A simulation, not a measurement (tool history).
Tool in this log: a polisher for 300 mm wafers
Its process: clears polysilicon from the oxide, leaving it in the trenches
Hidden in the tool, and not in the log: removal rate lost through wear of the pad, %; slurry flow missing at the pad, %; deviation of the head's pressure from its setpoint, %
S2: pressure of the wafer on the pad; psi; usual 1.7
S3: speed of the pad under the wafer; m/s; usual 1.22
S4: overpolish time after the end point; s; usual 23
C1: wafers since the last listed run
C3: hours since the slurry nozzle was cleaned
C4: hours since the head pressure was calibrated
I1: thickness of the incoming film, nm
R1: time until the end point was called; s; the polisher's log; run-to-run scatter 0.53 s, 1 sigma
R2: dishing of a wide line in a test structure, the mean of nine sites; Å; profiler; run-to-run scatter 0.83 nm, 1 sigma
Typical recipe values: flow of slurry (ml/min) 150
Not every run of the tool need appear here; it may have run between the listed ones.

{"run": 1, "hour": 0.0, "flow of slurry (ml/min)": 150, "S2": 1.6, "S3": 1.22, "S4": 23, "C1": 0, "wafers polished on this pad": 1152, "C3": 225.7, "C4": 1007.9, "I1": 310.6, "R1": 31.1, "R2": 746}
{"hour": 5.3, "done": "worn pad replaced by a new one"}
{"run": 2, "hour": 6.9, "flow of slurry (ml/min)": 150, "S2": 1.7, "S3": 1.08, "S4": 23, "C1": 30, "wafers polished on this pad": 16, "C3": 232.6, "C4": 1014.8, "I1": 310.9, "R1": 32.8, "R2": 715}
{"run": 3, "hour": 14.6, "flow of slurry (ml/min)": 150, "S2": 1.7, "S3": 1.06, "S4": 23, "C1": 80, "wafers polished on this pad": 97, "C3": 240.3, "C4": 1022.5, "I1": 309.7, "R1": 34.1, "R2": 715}
{"run": 4, "hour": 24.0, "flow of slurry (ml/min)": 150, "S2": 1.7, "S3": 1.06, "S4": 23, "C1": 98, "wafers polished on this pad": 196, "C3": 249.7, "C4": 1031.9, "I1": 314.2, "R1": 35, "R2": 718}
{"run": 5, "hour": 31.5, "flow of slurry (ml/min)": 150, "S2": 1.7, "S3": 1.22, "S4": 23, "C1": 78, "wafers polished on this pad": 274, "C3": 257.2, "C4": 1039.4, "I1": 312.1, "R1": 30.1, "R2": 711}
{"run": 6, "hour": 38.3, "flow of slurry (ml/min)": 150, "S2": 1.7, "S3": 1.22, "S4": 23, "C1": 71, "wafers polished on this pad": 346, "C3": 264, "C4": 1046.2, "I1": 306.7, "R1": 30.2, "R2": 726}
{"run": 7, "hour": 55.9, "flow of slurry (ml/min)": 150, "S2": 1.7, "S3": 1.22, "S4": 23, "C1": 184, "wafers polished on this pad": 531, "C3": 281.6, "C4": 1063.8, "I1": 315.1, "R1": 30.9, "R2": 715}
{"hour": 64.4, "done": "slurry nozzle cleaned"}
{"run": 8, "hour": 72.8, "flow of slurry (ml/min)": 150, "S2": 1.7, "S3": 1.22, "S4": 28, "C1": 166, "wafers polished on this pad": 697, "C3": 8.4, "C4": 1080.7, "I1": 307.1, "R1": 26.3, "R2": 758}
{"run": 9, "hour": 82.3, "flow of slurry (ml/min)": 150, "S2": 1.7, "S3": 1.22, "S4": 28, "C1": 99, "wafers polished on this pad": 797, "C3": 17.9, "C4": 1090.2, "I1": 316.3, "R1": 27.8, "R2": 755}
{"run": 10, "hour": 96.3, "flow of slurry (ml/min)": 150, "S2": 1.7, "S3": 1.22, "S4": 28, "C1": 146, "wafers polished on this pad": 944, "C3": 31.9, "C4": 1104.2, "I1": 308.2, "R1": 27.8, "R2": 758}
{"run": 11, "hour": 109.2, "flow of slurry (ml/min)": 150, "S2": 1.7, "S3": 1.22, "S4": 23, "C1": 135, "wafers polished on this pad": 1079, "C3": 44.8, "C4": 1117.1, "I1": 311.9, "R1": 27.2, "R2": 727}
{"hour": 115.4, "done": "worn pad replaced by a new one, of another model than before"}
{"run": 12, "hour": 118.7, "flow of slurry (ml/min)": 150, "S2": 1.7, "S3": 1.22, "S4": 23, "C1": 57, "wafers polished on this pad": 34, "C3": 54.3, "C4": 1126.6, "I1": 313.4, "R1": 28.5, "R2": 751}
{"run": 13, "hour": 129.3, "flow of slurry (ml/min)": 175, "S2": 2.3, "S3": 1.64, "S4": 14, "C1": 111, "wafers polished on this pad": 145, "C3": 64.9, "C4": 1137.2, "I1": 306.9, "R1": 17.1, "R2": 733}
{"run": 14, "hour": 141.4, "flow of slurry (ml/min)": 185, "S2": 1.1, "S3": 1.22, "S4": 16, "C1": 126, "wafers polished on this pad": 272, "C3": 77, "C4": 1149.3, "I1": 308.5, "R1": 32.3, "R2": 657}
{"hour": 156.7, "done": "head pressure recalibrated"}
{"run": 15, "hour": 171.9, "flow of slurry (ml/min)": 135, "S2": 1.7, "S3": 1.22, "S4": 23, "C1": 299, "wafers polished on this pad": 571, "C3": 107.5, "C4": 15.2, "I1": 305.9, "R1": 29.1, "R2": 729}
{"run": 16, "hour": 182.5, "flow of slurry (ml/min)": 115, "S2": 1.5, "S3": 1.02, "S4": 16, "C1": 111, "wafers polished on this pad": 682, "C3": 118.1, "C4": 25.8, "I1": 309.9, "R1": 39, "R2": 598}
{"run": 17, "hour": 200.0, "flow of slurry (ml/min)": 150, "S2": 2, "S3": 0.84, "S4": 23, "C1": 183, "wafers polished on this pad": 866, "C3": 135.6, "C4": 43.3, "I1": 309.6, "R1": 35.1, "R2": 714}
{"run": 18, "hour": 207.3, "flow of slurry (ml/min)": 150, "S2": 1.5, "S3": 1.22, "S4": 19, "C1": 76, "wafers polished on this pad": 943, "C3": 142.9, "C4": 50.6, "I1": 312.7, "R1": 32.1, "R2": 696}
{"hour": 211.8, "done": "worn pad replaced by a new one"}
{"run": 19, "hour": 214.1, "flow of slurry (ml/min)": 120, "S2": 1.5, "S3": 1.22, "S4": 23, "C1": 29, "wafers polished on this pad": 24, "C3": 149.7, "C4": 57.4, "I1": 313.2, "R1": 36.1, "R2": 713}
{"run": 20, "hour": 250.3, "flow of slurry (ml/min)": 100, "S2": 1.5, "S3": 1.1, "S4": 28, "C1": 379, "wafers polished on this pad": 404, "C3": 185.9, "C4": 93.6, "I1": 306.6, "R1": 47.6, "R2": 687}
{"run": 21, "hour": 258.0, "flow of slurry (ml/min)": 115, "S2": 2.2, "S3": 1.02, "S4": 27, "C1": 80, "wafers polished on this pad": 485, "C3": 193.6, "C4": 101.3, "I1": 311.4, "R1": 37.7, "R2": 711}
{"run": 22, "hour": 264.2, "flow of slurry (ml/min)": 150, "S2": 1.7, "S3": 1.22, "S4": 23, "C1": 65, "wafers polished on this pad": 550, "C3": 199.8, "C4": 107.5, "I1": 313.9, "R1": 31.6, "R2": 708}
{"run": 23, "hour": 273.4, "flow of slurry (ml/min)": 150, "S2": 1.7, "S3": 1.22, "S4": 28, "C1": 96, "wafers polished on this pad": 646, "C3": 209, "C4": 116.7, "I1": 309.9, "R1": 32.4, "R2": 733}
{"run": 24, "hour": 290.3, "flow of slurry (ml/min)": 175, "S2": 1.5, "S3": 1.22, "S4": 17, "C1": 177, "wafers polished on this pad": 824, "C3": 225.9, "C4": 133.6, "I1": 314.1, "R1": 32.6, "R2": 665}
{"run": 25, "hour": 302.7, "flow of slurry (ml/min)": 190, "S2": 1.7, "S3": 1.22, "S4": 23, "C1": 130, "wafers polished on this pad": 954, "C3": 238.3, "C4": 146, "I1": 310.8, "R1": 29.9, "R2": 721}
{"hour": 315.4, "done": "worn pad replaced by a new one"}
{"run": 26, "hour": 316.3, "flow of slurry (ml/min)": 130, "S2": 2.1, "S3": 1.4, "S4": 23, "C1": 100, "wafers polished on this pad": 9, "C3": 251.9, "C4": 159.6, "I1": 309.4, "R1": 29.3, "R2": 739}
{"run": 27, "hour": 322.8, "flow of slurry (ml/min)": 150, "S2": 1.5, "S3": 1.22, "S4": 23, "C1": 68, "wafers polished on this pad": 77, "C3": 258.4, "C4": 166.1, "I1": 308.7, "R1": 36.6, "R2": 685}
{"run": 28, "hour": 330.1, "flow of slurry (ml/min)": 150, "S2": 1.7, "S3": 1.22, "S4": 23, "C1": 76, "wafers polished on this pad": 154, "C3": 265.7, "C4": 173.4, "I1": 307.3, "R1": 34.8, "R2": 696}
{"run": 29, "hour": 341.6, "flow of slurry (ml/min)": 150, "S2": 1.7, "S3": 1.22, "S4": 23, "C1": 120, "wafers polished on this pad": 274, "C3": 277.2, "C4": 184.9, "I1": 313.4, "R1": 36.9, "R2": 699}
{"run": 30, "hour": 355.7, "flow of slurry (ml/min)": 150, "S2": 1.7, "S3": 1.06, "S4": 23, "C1": 147, "wafers polished on this pad": 422, "C3": 291.3, "C4": 199, "I1": 313, "R1": 43.9, "R2": 685}
{"run": 31, "hour": 371.9, "flow of slurry (ml/min)": 110, "S2": 1.7, "S3": 1.22, "S4": 35, "C1": 170, "wafers polished on this pad": 592, "C3": 307.5, "C4": 215.2, "I1": 314.2, "R1": 58.7, "R2": 701}
{"hour": 376.7, "done": "slurry nozzle cleaned"}
{"run": 32, "hour": 386.8, "flow of slurry (ml/min)": 150, "S2": 1.7, "S3": 1.22, "S4": 23, "C1": 145, "wafers polished on this pad": 738, "C3": 10.1, "C4": 230.1, "I1": 313.1, "R1": 26.4, "R2": 748}
{"run": 33, "hour": 404.6, "flow of slurry (ml/min)": 170, "S2": 1.2, "S3": 1.52, "S4": 12, "C1": 186, "wafers polished on this pad": 925, "C3": 27.9, "C4": 247.9, "I1": 314.9, "R1": 26.6, "R2": 631}
{"run": 34, "hour": 420.0, "flow of slurry (ml/min)": 150, "S2": 1.7, "S3": 1.22, "S4": 23, "C1": 161, "wafers polished on this pad": 1087, "C3": 43.3, "C4": 263.3, "I1": 309, "R1": 27.4, "R2": 749}
{"run": 35, "hour": 426.0, "flow of slurry (ml/min)": 165, "S2": 1.7, "S3": 1.22, "S4": 33, "C1": 62, "wafers polished on this pad": 1150, "C3": 49.3, "C4": 269.3, "I1": 310.9, "R1": 26.3, "R2": 772}

What if the next run were any one of these 4? Each begins from the tool's condition after run 35:
{"run": "A", "hour": 426.4, "flow of slurry (ml/min)": 150, "S2": 1.1, "S3": 1.22, "S4": 23, "C1": 4, "wafers polished on this pad": 1154, "C3": 49.7, "C4": 269.7, "I1": 304.1, "R1": "?", "R2": "?"}
{"run": "B", "hour": 426.4, "flow of slurry (ml/min)": 105, "S2": 1.7, "S3": 1.22, "S4": 28, "C1": 4, "wafers polished on this pad": 1154, "C3": 49.7, "C4": 269.7, "I1": 304.1, "R1": "?", "R2": "?"}
{"run": "C", "hour": 426.4, "flow of slurry (ml/min)": 185, "S2": 1.7, "S3": 1.22, "S4": 10, "C1": 4, "wafers polished on this pad": 1154, "C3": 49.7, "C4": 269.7, "I1": 304.1, "R1": "?", "R2": "?"}
{"run": "D", "hour": 426.4, "flow of slurry (ml/min)": 170, "S2": 1.7, "S3": 1.22, "S4": 36, "C1": 4, "wafers polished on this pad": 1154, "C3": 49.7, "C4": 269.7, "I1": 304.1, "R1": "?", "R2": "?"}

run=A R1=32.9 R2=703
run=B R1=31.6 R2=730
run=C R1=25.1 R2=590
run=D R1=25.6 R2=752
With no hidden state in the tool, these same runs would have given:
run=A R1=32.1 R2=707
run=B R1=30.2 R2=734
run=C R1=24.6 R2=595
run=D R1=25.1 R2=753
